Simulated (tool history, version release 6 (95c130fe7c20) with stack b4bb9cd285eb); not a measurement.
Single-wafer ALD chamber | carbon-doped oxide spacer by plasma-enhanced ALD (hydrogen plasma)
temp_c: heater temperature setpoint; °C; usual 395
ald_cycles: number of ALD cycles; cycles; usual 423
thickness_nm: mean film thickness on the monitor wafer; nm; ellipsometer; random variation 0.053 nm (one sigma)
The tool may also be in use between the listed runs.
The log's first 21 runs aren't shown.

run,hour,temp_c,ald_cycles,wafers since the last listed run,hours since the last thermocouple change,hours since the gauge calibration,"read-back reference wafer on the same gauge, thickness_nm",thickness_nm
# hour 262.0: gauge calibrated
22,264.6,395,423,8,2650.0,2.6,22.582,21.298
23,275.8,395,423,6,2661.2,13.8,22.574,21.233
24,290.2,395,423,8,2675.6,28.2,22.586,21.296
25,307.0,395,483,10,2692.4,45.0,22.572,24.357
# hour 315.1: thermocouple changed; heater temperature recalibrated
26,317.1,407,386,1,2.0,55.1,22.602,19.067
27,333.9,387,494,10,18.8,71.9,22.586,24.884
28,350.3,384,484,10,35.2,88.3,22.598,24.430
29,359.4,382,423,5,44.3,97.4,22.590,21.335
30,403.1,401,349,27,88.0,141.1,22.608,17.468
31,416.9,395,423,8,101.8,154.9,22.616,21.261
32,423.3,405,423,3,108.2,161.3,22.626,20.968

4 ways to go on from here, each from the tool as it stands after run 32. What would each give?
A,424.3,395,423,0,109.2,162.3,?,?
B,424.3,383,476,0,109.2,162.3,?,?
C,424.3,391,488,0,109.2,162.3,?,?
D,424.3,395,384,0,109.2,162.3,?,?

run,"read-back reference wafer on the same gauge, thickness_nm",thickness_nm
A,22.618,21.275
B,22.618,23.941
C,22.618,24.544
D,22.618,19.313
Without the tool's hidden state the same runs would have given:
run,thickness_nm
A,21.263
B,23.928
C,24.531
D,19.303
